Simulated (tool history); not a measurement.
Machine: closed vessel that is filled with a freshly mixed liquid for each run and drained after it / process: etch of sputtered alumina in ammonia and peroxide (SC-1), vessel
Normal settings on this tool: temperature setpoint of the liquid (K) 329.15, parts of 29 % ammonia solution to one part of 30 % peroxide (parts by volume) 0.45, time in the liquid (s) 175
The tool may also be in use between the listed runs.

| run | day | temperature setpoint of the liquid (K) | parts of 29 % ammonia solution to one part of 30 % peroxide (parts by volume) | time in the liquid (s) | read-back film thickness of the sputtered alumina reference wafer, read on the same gauge (nm) | thickness taken off the sputtered alumina on a monitor wafer (Å) |
|---|---|---|---|---|---|---|
| 1 | 0.000 | 329.15 | 0.45 | 175 | 60.01 | 156.4 |
| 2 | 1.496 | 329.15 | 0.45 | 175 | 60.01 | 157.7 |
| 3 | 2.479 | 329.15 | 0.45 | 175 | 59.99 | 158.8 |
|  | 3.838 | gauge calibrated |
| 4 | 3.962 | 329.15 | 0.45 | 175 | 60.01 | 157.4 |
| 5 | 5.738 | 329.15 | 0.55 | 225 | 60.00 | 208.4 |
| 6 | 7.092 | 329.15 | 0.45 | 230 | 60.03 | 207.4 |
| 7 | 8.121 | 329.15 | 0.45 | 230 | 59.99 | 210.0 |
| 8 | 9.150 | 329.15 | 0.45 | 230 | 60.02 | 212.6 |
| 9 | 9.779 | 329.15 | 0.45 | 175 | 60.00 | 160.5 |
| 10 | 10.921 | 329.15 | 0.30 | 175 | 60.00 | 158.2 |
| 11 | 12.033 | 332.15 | 0.35 | 105 | 60.00 | 112.7 |
| 12 | 13.175 | 329.15 | 0.45 | 140 | 60.01 | 132.0 |
| 13 | 14.017 | 329.15 | 0.45 | 135 | 59.98 | 126.1 |
| 14 | 15.325 | 325.65 | 0.40 | 115 | 59.99 | 89.0 |

What does the tool deliver on the next run?
|  | 17.071 | new drum of ammonia solution connected |
| 15 | 17.946 | 329.15 | 0.60 | 175 | ? | ? |

For run 15 the tool returned read-back film thickness of the sputtered alumina reference wafer, read on the same gauge (nm) 60.04, thickness taken off the sputtered alumina on a monitor wafer (Å) 171.2.
Minus the tool's unlogged condition, the same run would have read thickness taken off the sputtered alumina on a monitor wafer (Å) 158.2.
